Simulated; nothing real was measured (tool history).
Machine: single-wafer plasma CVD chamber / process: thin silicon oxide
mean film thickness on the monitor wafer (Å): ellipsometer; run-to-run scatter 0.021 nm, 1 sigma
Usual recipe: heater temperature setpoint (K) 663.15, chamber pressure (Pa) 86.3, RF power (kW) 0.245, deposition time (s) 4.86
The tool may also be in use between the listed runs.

run     day  heater temperature setpoint (K)  chamber pressure (Pa)  RF power (kW)  deposition time (s)  wafers since the last listed run  hours since the last thermocouple change  hours since the last RF generator calibration  hours since the last manometer calibration  hours since the showerhead was replaced  hours since the gauge calibration  read-back reference wafer on the same gauge, thickness_nm  mean film thickness on the monitor wafer (Å)
  1       0                           663.15                   69.6          0.245                 4.86                                 0                                     825.7                                          350.4                                      1244.6                                   6416.8                               1151                                                      6.513                                         54.49
  2   2.758                           663.15                   69.6          0.245                 4.86                              1848                                     891.9                                          416.6                                      1310.8                                     6483                             1217.2                                                      6.514                                          54.5
  3   4.367                           663.15                   86.3          0.245                 4.86                              1077                                     930.5                                          455.2                                      1349.4                                   6521.6                             1255.8                                                      6.504                                         66.94
  4   5.883                           663.15                   86.3          0.245                 4.86                              1016                                     966.9                                          491.6                                      1385.8                                     6558                             1292.2                                                       6.51                                          66.8
  5   7.292                           663.15                   93.9          0.205                 4.86                               943                                    1000.7                                          525.4                                      1419.6                                   6591.8                               1326                                                       6.51                                         68.66
  6  10.804                           663.15                   93.9          0.205                 4.86                              2353                                      1085                                          609.7                                      1503.9                                   6676.1                             1410.3                                                      6.508                                         68.24
  7  12.054                           663.15                   86.3          0.275                 4.86                               837                                      1115                                          639.7                                      1533.9                                   6706.1                             1440.3                                                      6.512                                         68.85
     12.662  -- capacitance manometer re-zeroed and calibrated
  8  13.929                           663.15                   86.3          0.275                 4.86                              1033                                      1160                                          684.7                                        30.4                                   6751.1                             1485.3                                                      6.508                                         68.85
  9  15.042                           663.15                   86.3          0.275                 4.86                               745                                    1186.7                                          711.4                                        57.1                                   6777.8                               1512                                                      6.511                                         68.72
 10  16.938                           663.15                   86.3          0.245                 4.86                              1270                                    1232.2                                          756.9                                       102.6                                   6823.3                             1557.5                                                      6.507                                         66.33
 11  19.479                           663.15                   86.3          0.245                 4.86                              1703                                    1293.2                                          817.9                                       163.6                                   6884.3                             1618.5                                                      6.513                                          66.4
     20.117  -- showerhead replaced
 12  20.904                           663.15                   86.3          0.245                 4.86                               731                                    1327.4                                          852.1                                       197.8                                     18.9                             1652.7                                                      6.509                                         66.24
     20.979  -- gauge calibrated
 13  23.038                           663.15                   70.1           0.23                 4.86                              1429                                    1378.6                                          903.3                                         249                                     70.1                               49.4                                                      6.517                                         53.66
     23.721  -- RF generator calibrated
     23.875  -- thermocouple changed; heater temperature recalibrated
 14  25.221                           663.15                   86.3          0.245                 4.86                              1137                                      32.3                                             36                                       301.4                                    122.5                              101.8                                                      6.508                                         66.67
 15  26.604                           663.15                   86.3          0.285                 4.35                               926                                      65.5                                           69.2                                       334.6                                    155.7                                135                                                      6.511                                         62.17
 16  28.204                           663.15                   86.3          0.245                 4.86                              1072                                     103.9                                          107.6                                         373                                    194.1                              173.4                                                      6.505                                         66.53
 17    29.8                           663.15                   86.3          0.245                 5.62                              1069                                     142.2                                          145.9                                       411.3                                    232.4                              211.7                                                      6.515                                         77.48
 18  30.942                           663.15                   86.3          0.245                 4.86                               765                                     169.6                                          173.3                                       438.7                                    259.8                              239.1                                                      6.511                                         66.68
 19   33.75                           663.15                   86.3          0.245                 4.86                              1881                                       237                                          240.7                                       506.1                                    327.2                              306.5                                                      6.507                                         66.25
 20  36.583                           663.15                   66.4          0.245                 5.74                              1898                                       305                                          308.7                                       574.1                                    395.2                              374.5                                                       6.51                                         61.54

What will run 21 give?
 21  38.442                           673.15                   86.3            0.2                 4.86                              1245                                     349.6                                          353.3                                       618.7                                    439.8                              419.1                                                          ?                                             ?

{"run 21": {"read-back reference wafer on the same gauge, thickness_nm": 6.51, "mean film thickness on the monitor wafer (Å)": 62.53}}
Take away the tool's hidden state, keep the run-to-run variation as it was, and the same run would have given mean film thickness on the monitor wafer (Å) 62.53.
